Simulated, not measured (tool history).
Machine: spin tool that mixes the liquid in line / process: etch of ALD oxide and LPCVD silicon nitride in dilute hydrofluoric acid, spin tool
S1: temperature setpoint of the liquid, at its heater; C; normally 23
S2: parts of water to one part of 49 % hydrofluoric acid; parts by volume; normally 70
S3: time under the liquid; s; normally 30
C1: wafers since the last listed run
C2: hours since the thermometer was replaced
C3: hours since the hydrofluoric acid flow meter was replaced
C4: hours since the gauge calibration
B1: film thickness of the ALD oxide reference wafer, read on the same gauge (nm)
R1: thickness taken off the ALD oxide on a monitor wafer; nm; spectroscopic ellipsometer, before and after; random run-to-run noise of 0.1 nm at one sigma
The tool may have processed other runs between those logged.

run,hour,S1,S2,S3,C1,C2,C3,C4,B1,R1
1,0,22,70,30,0,9.4,51.9,826.9,80.04,11.15
2,66.7,22,70,30,716,76.1,118.6,893.6,79.95,11.01
3,114,23,70,30,507,123.4,165.9,940.9,80.05,11.48
4,164.5,23,70,30,542,173.9,216.4,991.4,79.95,11.6
5,229.5,23,70,30,697,238.9,281.4,1056.4,79.98,11.63
6,263.5,23,70,30,364,272.9,315.4,1090.4,79.99,11.73
7,308.9,23,60,30,487,318.3,360.8,1135.8,79.98,13.8
8,379.5,23,60,30,757,388.9,431.4,1206.4,80.03,13.64
9,441.4,23,60,30,664,450.8,493.3,1268.3,79.99,14.06
# hour 496.3: thermometer replaced
10,583.2,19.5,70,30,1511,86.9,635.1,1410.1,79.98,10.38
11,640.2,23,70,30,611,143.9,692.1,1467.1,80.02,11.8
12,701.7,24.5,50,40,660,205.4,753.6,1528.6,79.98,24.32
13,739.9,23,70,35,410,243.6,791.8,1566.8,80.01,13.79
14,800.2,23,70,30,647,303.9,852.1,1627.1,80,11.7
# hour 829.1: hydrofluoric acid flow meter replaced
15,865.6,23,100,45,691,369.3,36.5,1692.5,80,11.77
# hour 941.1: gauge calibrated
# hour 987.9: thermometer replaced
16,988.8,23,70,30,1311,0.9,159.7,47.7,80,11.48
17,1044.2,25,45,20,594,56.3,215.1,103.1,79.98,13.43
18,1106,20.5,70,30,663,118.1,276.9,164.9,80,10.39
19,1147.9,25,70,30,449,160,318.8,206.8,79.98,12.62
20,1212.4,21.5,70,30,692,224.5,383.3,271.3,80.06,10.91
21,1265.4,26,55,30,568,277.5,436.3,324.3,80.03,17.05
22,1327.4,23,70,15,665,339.5,498.3,386.3,79.99,5.93
23,1373.8,23,70,40,498,385.9,544.7,432.7,80.07,15.86
24,1423.9,25.5,80,45,537,436,594.8,482.8,79.95,17.03
25,1492.6,23,70,25,737,504.7,663.5,551.5,80.02,9.8
26,1547.3,25,45,20,587,559.4,718.2,606.2,80,13.88

Alternative continuations, all from the tool just after run 26; predict every row:
A,1547.7,23,70,30,4,559.8,718.6,606.6,?,?
B,1547.7,27.5,55,15,4,559.8,718.6,606.6,?,?
C,1547.7,20.5,100,35,4,559.8,718.6,606.6,?,?
D,1547.7,26.5,80,35,4,559.8,718.6,606.6,?,?

run,B1,R1
A,79.94,11.79
B,79.94,9.18
C,79.94,8.4
D,79.94,13.68
Had the tool no hidden state, the same runs would have come out as:
run,R1
A,11.37
B,8.86
C,8.09
D,13.19

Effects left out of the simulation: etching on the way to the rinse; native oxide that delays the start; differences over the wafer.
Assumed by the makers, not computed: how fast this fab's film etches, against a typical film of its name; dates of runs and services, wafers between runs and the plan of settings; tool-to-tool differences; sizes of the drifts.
